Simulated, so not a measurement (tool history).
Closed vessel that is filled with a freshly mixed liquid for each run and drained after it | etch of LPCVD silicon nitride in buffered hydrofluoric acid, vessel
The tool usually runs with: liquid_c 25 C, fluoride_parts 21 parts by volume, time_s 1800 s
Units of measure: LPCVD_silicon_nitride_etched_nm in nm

run    hour  liquid_c  fluoride_parts  time_s  read-back film thickness of the LPCVD silicon nitride reference wafer, read on the same gauge (nm)  LPCVD_silicon_nitride_etched_nm
  1       0        25              21    1800                                                                                               79.99                            13.16
  2    54.8        25              21    1800                                                                                               80.02                            12.58
  3    83.2        25              17    1800                                                                                               79.99                            14.81
  4   127.9        25              17    1800                                                                                               80.02                            14.82
  5   155.1        25              17    1800                                                                                               79.99                            14.69
  6   217.5        25              21    1800                                                                                               79.98                            12.28
  7   279.3        25              21    1800                                                                                               80.03                            12.36
  8   329.2        25            27.5    1800                                                                                               79.99                             9.89
  9   375.7        25            17.5    1800                                                                                               80.01                            15.61
 10   401.5        27            16.5    1230                                                                                               80.01                            12.44
 11   465.3        23              21    2170                                                                                               80.01                            14.35
 12   526.9        25              27    2650                                                                                                  80                            16.44
 13   583.7      22.5            24.5     970                                                                                               80.03                             5.45
 14   612.2      23.5            14.5    1095                                                                                               80.01                            10.08
 15   651.2        25              27    2575                                                                                                  80                            15.51
 16   721.2        25              27     815                                                                                               80.01                             4.84
 17   771.5      28.5            15.5    1800                                                                                                  80                            19.27
 18     796        25              21    2815                                                                                               80.01                            19.82
 19   859.1        22            26.5    1350                                                                                               80.02                             7.27
 20   907.7      20.5            12.5    1800                                                                                                  80                            16.49
 21   958.9      26.5              28    1800                                                                                               80.04                            11.62
 22  1005.1      22.5            24.5     970                                                                                               80.03                             5.47
 23    1065        25              21    1800                                                                                               79.97                            12.81
 24  1090.5      28.5            15.5    1800                                                                                                  80                            20.13
 25  1122.8        25              21    1800                                                                                               80.02                            12.64
 26  1168.8      28.5            15.5    1800                                                                                               79.99                            19.95
 27  1212.7        28              21    1465                                                                                               80.03                            12.05
 28  1261.3      27.5              21    1800                                                                                               80.02                            14.42
 29  1303.3        21            16.5    1800                                                                                               79.99                            13.51
 30  1333.7        25              21     835                                                                                               80.01                             6.18
 31  1371.6        25              27    1800                                                                                               79.99                            11.43
 32  1413.7      26.5              17    1110                                                                                               79.98                            10.46
 33  1441.2        29              25    1160                                                                                               80.05                             9.16

The log once held 5 entries between its listed runs, left out of this copy. Where does each go, and what is different about the tool's unlogged condition between the listed run before it and the listed run after it?
Between runs 1 and 2: gauge calibrated (hour 5.2)
  hydrofluoric acid flow below the setpoint (%): 6.94 -> 8.17
  difference, measured minus the result without the unlogged condition, LPCVD_silicon_nitride_etched_nm: -0.66 -> -0.76 nm
Between runs 8 and 9: hydrofluoric acid flow meter replaced (hour 342.4)
  hydrofluoric acid flow below the setpoint (%): 14.4 -> 1.47
  difference, measured minus the result without the unlogged condition, LPCVD_silicon_nitride_etched_nm: -1.33 -> -0.23 nm
Between runs 17 and 18: thermometer replaced (hour 785.9)
  hydrofluoric acid flow below the setpoint (%): 10.4 -> 11
  difference, measured minus the result without the unlogged condition, LPCVD_silicon_nitride_etched_nm: -2.2 -> -1.64 nm
Between runs 18 and 19: hydrofluoric acid flow meter replaced (hour 812.6)
  hydrofluoric acid flow below the setpoint (%): 11 -> 2.02
  difference, measured minus the result without the unlogged condition, LPCVD_silicon_nitride_etched_nm: -1.64 -> -0.1 nm
Between runs 28 and 29: hydrofluoric acid flow meter replaced (hour 1302.4)
  hydrofluoric acid flow below the setpoint (%): 11.1 -> 0.896
  difference, measured minus the result without the unlogged condition, LPCVD_silicon_nitride_etched_nm: -1.21 -> -0.12 nm

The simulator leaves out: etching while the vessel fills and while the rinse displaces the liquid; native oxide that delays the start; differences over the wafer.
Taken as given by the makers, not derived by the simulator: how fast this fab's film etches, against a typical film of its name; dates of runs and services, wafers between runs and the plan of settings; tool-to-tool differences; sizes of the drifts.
